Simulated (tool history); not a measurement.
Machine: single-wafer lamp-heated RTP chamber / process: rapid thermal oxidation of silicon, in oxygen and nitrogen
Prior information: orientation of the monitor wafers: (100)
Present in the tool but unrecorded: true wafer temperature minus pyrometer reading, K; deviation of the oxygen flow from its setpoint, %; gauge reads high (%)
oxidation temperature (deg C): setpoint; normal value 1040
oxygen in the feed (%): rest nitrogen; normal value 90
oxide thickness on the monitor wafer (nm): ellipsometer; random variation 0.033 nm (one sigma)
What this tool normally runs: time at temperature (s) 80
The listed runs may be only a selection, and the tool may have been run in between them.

run   hour  oxidation temperature (deg C)  time at temperature (s)  oxygen in the feed (%)  wafers since the last listed run  wafers since the last pyrometer calibration  hours since the oxygen flow controller was replaced  hours since the gauge calibration  read-back reference wafer on the same gauge, thickness  oxide thickness on the monitor wafer (nm)
  1    0.0                           1040                       80                      90                                 0                                         5966                                               2050.3                               99.9                                                   8.120                                      9.633
  2   12.9                           1040                       80                      98                               109                                         6075                                               2063.2                              112.8                                                   8.137                                      9.848
  3   34.9                           1040                       80                      98                               186                                         6262                                               2085.2                              134.8                                                   8.135                                      9.893
      35.5  -- gauge calibrated
  4   43.2                           1040                      100                      80                                70                                         6332                                               2093.5                                7.7                                                   8.123                                     10.169
  5   57.2                           1040                       80                      90                               118                                         6451                                               2107.5                               21.7                                                   8.124                                      9.528
      69.9  -- oxygen flow controller replaced
  6   70.4                           1017                      100                      90                                44                                         6495                                                  0.5                               34.9                                                   8.122                                      9.075
  7   75.9                           1040                       80                      90                                46                                         6542                                                  6.0                               40.4                                                   8.130                                      9.630
  8   93.8                           1040                       80                      66                               151                                         6694                                                 23.9                               58.3                                                   8.125                                      8.610
  9  110.7                           1065                       80                      90                               143                                         6837                                                 40.8                               75.2                                                   8.129                                     11.332
     127.3  -- pyrometer window cleaned and pyrometer calibrated
 10  127.9                           1040                       80                      90                                78                                            4                                                 58.0                               92.4                                                   8.128                                      8.876
 11  135.7                           1029                       94                      90                                66                                           70                                                 65.8                              100.2                                                   8.131                                      8.840
 12  150.3                           1050                       55                      74                               123                                          194                                                 80.4                              114.8                                                   8.136                                      7.529
     156.4  -- gauge calibrated
 13  167.9                           1040                       80                      90                               149                                          344                                                 98.0                               11.5                                                   8.137                                      8.921
 14  178.2                           1060                       59                      63                                87                                          431                                                108.3                               21.8                                                   8.136                                      7.902
 15  202.8                           1040                       80                      98                               208                                          640                                                132.9                               46.4                                                   8.122                                      9.242

Hidden state at the last listed run before each entry between runs and at the first one after, where it differs:
Run 3 -> run 4: gauge calibrated (hour 35.5)
  true wafer temperature minus pyrometer reading, K: 11.1 -> 11.2
  measured less the result without the state, oxide thickness on the monitor wafer (nm): +0.731 -> +0.760
Run 5 -> run 6: oxygen flow controller replaced (hour 69.9)
  true wafer temperature minus pyrometer reading, K: 11.4 -> 11.5
  measured less the result without the state, oxide thickness on the monitor wafer (nm): +0.722 -> +0.724
Run 9 -> run 10: pyrometer window cleaned and pyrometer calibrated (hour 127.3)
  true wafer temperature minus pyrometer reading, K: 12.1 -> 0.368
  measured less the result without the state, oxide thickness on the monitor wafer (nm): +0.874 -> +0.023
Run 12 -> run 13: gauge calibrated (hour 156.4)
  true wafer temperature minus pyrometer reading, K: 0.666 -> 0.9
  measured less the result without the state, oxide thickness on the monitor wafer (nm): +0.034 -> +0.056
